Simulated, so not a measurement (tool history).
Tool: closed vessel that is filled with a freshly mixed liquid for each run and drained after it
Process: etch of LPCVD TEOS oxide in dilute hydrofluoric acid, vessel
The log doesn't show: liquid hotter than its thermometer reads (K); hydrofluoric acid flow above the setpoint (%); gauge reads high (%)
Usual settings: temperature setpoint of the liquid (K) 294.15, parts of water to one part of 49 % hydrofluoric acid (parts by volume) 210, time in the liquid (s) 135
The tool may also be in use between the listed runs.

run,hour,temperature setpoint of the liquid (K),parts of water to one part of 49 % hydrofluoric acid (parts by volume),time in the liquid (s),wafers since the last listed run,hours since the thermometer was replaced,hours since the hydrofluoric acid flow meter was replaced,hours since the gauge calibration,"read-back film thickness of the LPCVD TEOS oxide reference wafer, read on the same gauge (nm)",thickness taken off the LPCVD TEOS oxide on a monitor wafer (Å)
1,0,294.15,210,135,0,387.6,1145.2,288.2,89.99,163.4
2,51.9,294.15,210,135,6160,439.5,1197.1,340.1,90,165.5
3,109.8,294.15,210,135,6872,497.4,1255,398,89.97,164
4,148.6,294.15,285,135,4605,536.2,1293.8,436.8,90,113.1
# hour 159.7: thermometer replaced
5,175.6,294.15,285,135,3086,15.9,1320.8,463.8,90,107.5
6,201,294.15,210,135,3014,41.3,1346.2,489.2,89.98,156.3
7,244,294.15,210,135,5103,84.3,1389.2,532.2,90.01,158.5
8,358.3,294.15,210,135,13567,198.6,1503.5,646.5,90,158.3
9,422,294.15,210,135,7560,262.3,1567.2,710.2,89.96,161.5
10,478.9,294.15,210,135,6753,319.2,1624.1,767.1,89.99,162.1
11,537.4,294.15,210,135,6943,377.7,1682.6,825.6,90.04,165.5
12,570.7,294.15,210,135,3952,411,1715.9,858.9,89.97,164.1
13,623.4,294.15,210,135,6255,463.7,1768.6,911.6,90,165.1
# hour 663.9: hydrofluoric acid flow meter replaced
14,670.2,294.15,210,135,5436,510.5,6.3,958.4,89.99,159.9
15,709.3,294.15,210,135,4641,549.6,45.4,997.5,89.97,161.1
16,779.7,294.15,210,135,8356,620,115.8,1067.9,90.04,164.3
# hour 786.4: thermometer replaced
17,826.1,294.15,310,135,5388,39.7,162.2,1114.3,89.99,93.9
18,879.9,294.15,300,135,6385,93.5,216,1168.1,89.99,99.8
19,926,298.15,285,135,5471,139.6,262.1,1214.2,90.02,122.7
20,991.1,297.65,290,135,7727,204.7,327.2,1279.3,89.97,118.9
21,1047.3,296.65,210,185,6670,260.9,383.4,1335.5,89.99,238.2
22,1083.2,294.15,210,135,4261,296.8,419.3,1371.4,90.02,157.8
23,1140,291.65,210,135,6741,353.6,476.1,1428.2,90,145.4
24,1165.6,297.65,140,135,3038,379.2,501.7,1453.8,89.98,294.3
25,1200.3,290.65,285,110,4118,413.9,536.4,1488.5,89.98,77.8
26,1263.9,296.65,155,105,7549,477.5,600,1552.1,89.98,197.4
27,1305,297.65,280,195,4878,518.6,641.1,1593.2,89.98,184.9
# hour 1348: gauge calibrated
28,1371,296.15,165,185,7833,584.6,707.1,23,90.01,324.5
# hour 1412.8: thermometer replaced
29,1503.7,294.15,210,135,15632,90.9,839.8,155.7,89.97,159.5
30,1571.1,294.15,210,95,8000,158.3,907.2,223.1,90.03,111.1
31,1642.4,290.15,210,180,8463,229.6,978.5,294.4,90.02,182.8
32,1687.6,294.15,285,135,5365,274.8,1023.7,339.6,90.01,110.8

Hidden state at the last listed run before each entry between runs and at the first one after, where it differs:
Between runs 4 and 5: thermometer replaced (hour 159.7)
  liquid hotter than its thermometer reads (K): 1.65 -> 0.24; hydrofluoric acid flow above the setpoint (%): 2.12 -> 2.16
  measured less the result without the state, thickness taken off the LPCVD TEOS oxide on a monitor wafer (Å): +9.3 -> +3.8
Between runs 13 and 14: hydrofluoric acid flow meter replaced (hour 663.9)
  liquid hotter than its thermometer reads (K): 1.47 -> 1.6; hydrofluoric acid flow above the setpoint (%): 2.8 -> 0.144
  measured less the result without the state, thickness taken off the LPCVD TEOS oxide on a monitor wafer (Å): +14 -> +9.6
Between runs 16 and 17: thermometer replaced (hour 786.4)
  liquid hotter than its thermometer reads (K): 1.9 -> 0.195; hydrofluoric acid flow above the setpoint (%): 0.301 -> 0.367
  measured less the result without the state, thickness taken off the LPCVD TEOS oxide on a monitor wafer (Å): +11.9 -> +1.1
Between runs 27 and 28: gauge calibrated (hour 1348)
  liquid hotter than its thermometer reads (K): 1.51 -> 1.69; hydrofluoric acid flow above the setpoint (%): 1.05 -> 1.15
  measured less the result without the state, thickness taken off the LPCVD TEOS oxide on a monitor wafer (Å): +11.7 -> +24.2
Between runs 28 and 29: thermometer replaced (hour 1412.8)
  liquid hotter than its thermometer reads (K): 1.69 -> 0.718; hydrofluoric acid flow above the setpoint (%): 1.15 -> 1.34
  measured less the result without the state, thickness taken off the LPCVD TEOS oxide on a monitor wafer (Å): +24.2 -> +6.8

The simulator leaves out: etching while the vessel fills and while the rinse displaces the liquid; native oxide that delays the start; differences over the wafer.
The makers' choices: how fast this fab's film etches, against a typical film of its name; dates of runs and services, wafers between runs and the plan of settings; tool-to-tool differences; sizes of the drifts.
